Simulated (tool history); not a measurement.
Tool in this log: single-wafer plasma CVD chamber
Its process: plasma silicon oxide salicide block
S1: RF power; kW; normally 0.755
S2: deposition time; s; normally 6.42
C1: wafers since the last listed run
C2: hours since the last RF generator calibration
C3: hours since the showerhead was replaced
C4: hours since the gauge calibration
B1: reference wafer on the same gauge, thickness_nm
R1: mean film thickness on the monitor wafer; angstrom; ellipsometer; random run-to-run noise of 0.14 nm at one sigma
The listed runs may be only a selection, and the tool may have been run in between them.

| run | day | S1 | S2 | C1 | C2 | C3 | C4 | B1 | R1 |
|---|---|---|---|---|---|---|---|---|---|
| 1 | 0 | 0.635 | 7.03 | 0 | 1868.1 | 2913.2 | 127.9 | 77.728 | 734.5 |
| 2 | 1.346 | 0.635 | 7.03 | 1111 | 1900.4 | 2945.5 | 160.2 | 77.711 | 734.89 |
| 3 | 3.592 | 0.755 | 6.42 | 1855 | 1954.3 | 2999.4 | 214.1 | 77.613 | 705.1 |
| 4 | 5.808 | 0.755 | 6.42 | 1831 | 2007.5 | 3052.6 | 267.3 | 77.513 | 703.39 |
| 5 | 7.262 | 0.755 | 6.42 | 1201 | 2042.4 | 3087.5 | 302.2 | 77.414 | 702.67 |
| 6 | 9.162 | 0.755 | 6.42 | 1569 | 2088 | 3133.1 | 347.8 | 77.282 | 702.12 |
|  | 10.533 | showerhead replaced |
| 7 | 11.808 | 0.755 | 6.42 | 1910 | 2151.5 | 30.6 | 411.3 | 77.083 | 699.29 |
| 8 | 13.892 | 0.755 | 5.91 | 1721 | 2201.5 | 80.6 | 461.3 | 76.921 | 642.28 |
| 9 | 15.096 | 0.87 | 7.3 | 994 | 2230.4 | 109.5 | 490.2 | 76.808 | 824.3 |
| 10 | 16.346 | 0.755 | 6.42 | 1032 | 2260.4 | 139.5 | 520.2 | 76.685 | 694.22 |
| 11 | 18.621 | 0.62 | 5.68 | 1879 | 2315 | 194.1 | 574.8 | 76.436 | 580.78 |
|  | 19.112 | gauge calibrated |
| 12 | 20.967 | 0.87 | 7.55 | 1938 | 2371.3 | 250.4 | 44.5 | 77.838 | 867.74 |
|  | 22.554 | RF generator calibrated |
| 13 | 27.9 | 0.755 | 6.42 | 5452 | 128.3 | 416.8 | 210.9 | 77.656 | 704.33 |
| 14 | 29.938 | 0.62 | 5.59 | 1683 | 177.2 | 465.7 | 259.8 | 77.56 | 577.75 |
| 15 | 32.55 | 0.695 | 5.88 | 2158 | 239.9 | 528.4 | 322.5 | 77.385 | 628.96 |

Alternative continuations, all from the tool just after run 15; predict every row:
| A | 32.567 | 0.755 | 6.42 | 13 | 240.3 | 528.8 | 322.9 | ? | ? |
| B | 32.567 | 0.81 | 7.64 | 13 | 240.3 | 528.8 | 322.9 | ? | ? |
| C | 32.567 | 0.61 | 6 | 13 | 240.3 | 528.8 | 322.9 | ? | ? |
| D | 32.567 | 0.755 | 6.78 | 13 | 240.3 | 528.8 | 322.9 | ? | ? |
| E | 32.567 | 0.88 | 5.65 | 13 | 240.3 | 528.8 | 322.9 | ? | ? |

| run | B1 | R1 |
|---|---|---|
| A | 77.412 | 701.3 |
| B | 77.412 | 851.76 |
| C | 77.412 | 616.29 |
| D | 77.412 | 740.62 |
| E | 77.412 | 645.27 |
With the hidden condition removed and each run's random variation left untouched, the same runs would have given:
| run | R1 |
|---|---|
| A | 705.95 |
| B | 857.42 |
| C | 620.38 |
| D | 745.54 |
| E | 649.56 |

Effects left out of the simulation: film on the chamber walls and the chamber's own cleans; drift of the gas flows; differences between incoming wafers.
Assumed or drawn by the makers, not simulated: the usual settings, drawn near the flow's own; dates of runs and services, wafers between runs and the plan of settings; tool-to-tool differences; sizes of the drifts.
